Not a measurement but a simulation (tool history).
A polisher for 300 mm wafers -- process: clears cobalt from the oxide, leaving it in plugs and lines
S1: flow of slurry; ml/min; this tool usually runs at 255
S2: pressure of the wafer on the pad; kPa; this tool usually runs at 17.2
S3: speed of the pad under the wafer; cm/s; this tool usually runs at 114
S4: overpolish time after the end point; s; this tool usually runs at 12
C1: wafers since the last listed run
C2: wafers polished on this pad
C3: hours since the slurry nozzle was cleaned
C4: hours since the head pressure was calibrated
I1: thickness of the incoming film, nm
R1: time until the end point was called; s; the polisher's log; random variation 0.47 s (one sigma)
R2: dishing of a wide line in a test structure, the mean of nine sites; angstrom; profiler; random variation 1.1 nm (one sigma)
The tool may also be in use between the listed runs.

{"run": 1, "hour": 0.0, "S1": 255, "S2": 17.2, "S3": 114, "S4": 12, "C1": 0, "C2": 609, "C3": 82.7, "C4": 485.9, "I1": 315.2, "R1": 47.8, "R2": 535}
{"run": 2, "hour": 30.6, "S1": 255, "S2": 17.2, "S3": 114, "S4": 12, "C1": 450, "C2": 1060, "C3": 113.3, "C4": 516.5, "I1": 317.9, "R1": 48.5, "R2": 556}
{"run": 3, "hour": 90.2, "S1": 255, "S2": 17.2, "S3": 114, "S4": 12, "C1": 877, "C2": 1937, "C3": 172.9, "C4": 576.1, "I1": 320.9, "R1": 48.3, "R2": 529}
{"run": 4, "hour": 157.5, "S1": 255, "S2": 17.2, "S3": 114, "S4": 12, "C1": 990, "C2": 2928, "C3": 240.2, "C4": 643.4, "I1": 316.9, "R1": 48.9, "R2": 572}
{"run": 5, "hour": 187.8, "S1": 255, "S2": 18.6, "S3": 114, "S4": 12, "C1": 446, "C2": 3374, "C3": 270.5, "C4": 673.7, "I1": 315.8, "R1": 45.6, "R2": 565}
{"run": 6, "hour": 228.3, "S1": 255, "S2": 18.6, "S3": 114, "S4": 12, "C1": 596, "C2": 3970, "C3": 311, "C4": 714.2, "I1": 318, "R1": 46.2, "R2": 556}
{"run": 7, "hour": 281.5, "S1": 255, "S2": 17.2, "S3": 114, "S4": 12, "C1": 783, "C2": 4753, "C3": 364.2, "C4": 767.4, "I1": 316.2, "R1": 47.8, "R2": 541}
{"hour": 286.4, "done": "worn pad replaced by a new one"}
{"hour": 301.7, "done": "slurry nozzle cleaned"}
{"run": 8, "hour": 324.8, "S1": 255, "S2": 17.2, "S3": 114, "S4": 12, "C1": 563, "C2": 550, "C3": 23.1, "C4": 810.7, "I1": 320.2, "R1": 50.3, "R2": 539}
{"run": 9, "hour": 361.8, "S1": 255, "S2": 17.2, "S3": 114, "S4": 12, "C1": 544, "C2": 1095, "C3": 60.1, "C4": 847.7, "I1": 314.8, "R1": 48.5, "R2": 528}
{"run": 10, "hour": 430.6, "S1": 255, "S2": 17.2, "S3": 114, "S4": 12, "C1": 1012, "C2": 2108, "C3": 128.9, "C4": 916.5, "I1": 319.3, "R1": 50.1, "R2": 546}
{"run": 11, "hour": 488.5, "S1": 255, "S2": 13.1, "S3": 114, "S4": 12, "C1": 852, "C2": 2960, "C3": 186.8, "C4": 974.4, "I1": 324.1, "R1": 58.2, "R2": 498}
{"run": 12, "hour": 534.6, "S1": 255, "S2": 13.1, "S3": 114, "S4": 12, "C1": 678, "C2": 3639, "C3": 232.9, "C4": 1020.5, "I1": 319.8, "R1": 59.1, "R2": 484}
{"run": 13, "hour": 567.0, "S1": 255, "S2": 13.1, "S3": 114, "S4": 12, "C1": 476, "C2": 4115, "C3": 265.3, "C4": 1052.9, "I1": 324.4, "R1": 59.3, "R2": 493}
{"run": 14, "hour": 622.6, "S1": 255, "S2": 17.2, "S3": 114, "S4": 12, "C1": 818, "C2": 4934, "C3": 320.9, "C4": 1108.5, "I1": 319.1, "R1": 50.6, "R2": 521}
{"hour": 641.4, "done": "worn pad replaced by a new one"}
{"run": 15, "hour": 652.8, "S1": 255, "S2": 17.2, "S3": 114, "S4": 12, "C1": 385, "C2": 168, "C3": 351.1, "C4": 1138.7, "I1": 320.8, "R1": 49.5, "R2": 530}
{"run": 16, "hour": 681.9, "S1": 255, "S2": 19.3, "S3": 142, "S4": 12, "C1": 428, "C2": 596, "C3": 380.2, "C4": 1167.8, "I1": 323.9, "R1": 38.9, "R2": 621}
{"hour": 725.0, "done": "slurry nozzle cleaned, repeated, since the last time left the tool worse"}
{"run": 17, "hour": 746.2, "S1": 255, "S2": 17.2, "S3": 114, "S4": 12, "C1": 931, "C2": 1528, "C3": 21.2, "C4": 1232.1, "I1": 323, "R1": 48, "R2": 538}
{"run": 18, "hour": 779.9, "S1": 180, "S2": 17.2, "S3": 114, "S4": 5, "C1": 496, "C2": 2024, "C3": 54.9, "C4": 1265.8, "I1": 317.2, "R1": 49.5, "R2": 282}
{"run": 19, "hour": 846.9, "S1": 255, "S2": 17.2, "S3": 114, "S4": 12, "C1": 986, "C2": 3010, "C3": 121.9, "C4": 1332.8, "I1": 324.9, "R1": 49.3, "R2": 564}
{"run": 20, "hour": 890.6, "S1": 220, "S2": 17.2, "S3": 82, "S4": 6, "C1": 643, "C2": 3654, "C3": 165.6, "C4": 1376.5, "I1": 325.2, "R1": 68.8, "R2": 246}
{"run": 21, "hour": 923.3, "S1": 255, "S2": 20, "S3": 132, "S4": 12, "C1": 481, "C2": 4135, "C3": 198.3, "C4": 1409.2, "I1": 320.2, "R1": 38.5, "R2": 626}
{"run": 22, "hour": 954.3, "S1": 320, "S2": 17.2, "S3": 114, "S4": 14, "C1": 456, "C2": 4591, "C3": 229.3, "C4": 1440.2, "I1": 317, "R1": 47.3, "R2": 585}
{"hour": 963.8, "done": "worn pad replaced by a new one"}
{"hour": 980.6, "done": "head pressure recalibrated"}
{"run": 23, "hour": 1024.3, "S1": 255, "S2": 17.2, "S3": 114, "S4": 12, "C1": 942, "C2": 861, "C3": 299.3, "C4": 43.7, "I1": 322.4, "R1": 49.4, "R2": 524}
{"run": 24, "hour": 1050.2, "S1": 255, "S2": 17.2, "S3": 114, "S4": 12, "C1": 381, "C2": 1242, "C3": 325.2, "C4": 69.6, "I1": 322.8, "R1": 48.9, "R2": 531}
{"run": 25, "hour": 1075.8, "S1": 255, "S2": 22.8, "S3": 86, "S4": 10, "C1": 376, "C2": 1619, "C3": 350.8, "C4": 95.2, "I1": 320, "R1": 54.4, "R2": 449}
{"run": 26, "hour": 1109.0, "S1": 320, "S2": 17.2, "S3": 88, "S4": 7, "C1": 488, "C2": 2107, "C3": 384, "C4": 128.4, "I1": 320.7, "R1": 61.9, "R2": 308}
{"hour": 1126.6, "done": "slurry nozzle cleaned"}
{"run": 27, "hour": 1169.6, "S1": 325, "S2": 22.1, "S3": 114, "S4": 15, "C1": 877, "C2": 2985, "C3": 43, "C4": 189, "I1": 318, "R1": 40, "R2": 700}
{"run": 28, "hour": 1239.0, "S1": 295, "S2": 17.2, "S3": 114, "S4": 8, "C1": 1021, "C2": 4006, "C3": 112.4, "C4": 258.4, "I1": 321.7, "R1": 48.3, "R2": 426}
{"run": 29, "hour": 1288.2, "S1": 255, "S2": 17.2, "S3": 114, "S4": 14, "C1": 724, "C2": 4731, "C3": 161.6, "C4": 307.6, "I1": 316.3, "R1": 48.3, "R2": 586}
{"hour": 1298.0, "done": "worn pad replaced by a new one"}
{"run": 30, "hour": 1339.6, "S1": 195, "S2": 21.4, "S3": 114, "S4": 12, "C1": 697, "C2": 612, "C3": 213, "C4": 359, "I1": 319.2, "R1": 43.5, "R2": 591}
{"run": 31, "hour": 1389.7, "S1": 330, "S2": 17.2, "S3": 114, "S4": 8, "C1": 737, "C2": 1350, "C3": 263.1, "C4": 409.1, "I1": 319.5, "R1": 47.5, "R2": 400}
{"hour": 1452.5, "done": "slurry nozzle cleaned"}
{"run": 32, "hour": 1528.1, "S1": 255, "S2": 17.2, "S3": 86, "S4": 12, "C1": 2022, "C2": 3372, "C3": 75.6, "C4": 547.5, "I1": 321.4, "R1": 63.5, "R2": 455}
{"run": 33, "hour": 1598.4, "S1": 315, "S2": 17.2, "S3": 114, "S4": 12, "C1": 1034, "C2": 4407, "C3": 145.9, "C4": 617.8, "I1": 318.7, "R1": 47.4, "R2": 539}

Alternative continuations, all from the tool just after run 33; predict every row:
{"run": "A", "hour": 1598.8, "S1": 290, "S2": 17.2, "S3": 114, "S4": 12, "C1": 5, "C2": 4413, "C3": 146.3, "C4": 618.2, "I1": 316.1, "R1": "?", "R2": "?"}
{"run": "B", "hour": 1598.8, "S1": 295, "S2": 17.2, "S3": 104, "S4": 12, "C1": 5, "C2": 4413, "C3": 146.3, "C4": 618.2, "I1": 316.1, "R1": "?", "R2": "?"}
{"run": "C", "hour": 1598.8, "S1": 285, "S2": 20, "S3": 114, "S4": 16, "C1": 5, "C2": 4413, "C3": 146.3, "C4": 618.2, "I1": 316.1, "R1": "?", "R2": "?"}
{"run": "D", "hour": 1598.8, "S1": 325, "S2": 22.8, "S3": 114, "S4": 6, "C1": 5, "C2": 4413, "C3": 146.3, "C4": 618.2, "I1": 316.1, "R1": "?", "R2": "?"}
{"run": "E", "hour": 1598.8, "S1": 295, "S2": 17.2, "S3": 114, "S4": 17, "C1": 5, "C2": 4413, "C3": 146.3, "C4": 618.2, "I1": 316.1, "R1": "?", "R2": "?"}

run=A R1=47.4 R2=570
run=B R1=51.9 R2=538
run=C R1=43.3 R2=710
run=D R1=39.5 R2=397
run=E R1=47.3 R2=700
With no hidden state in the tool, these same runs would have given:
run=A R1=47 R2=574
run=B R1=51.4 R2=541
run=C R1=42.9 R2=714
run=D R1=39.1 R2=399
run=E R1=46.9 R2=704
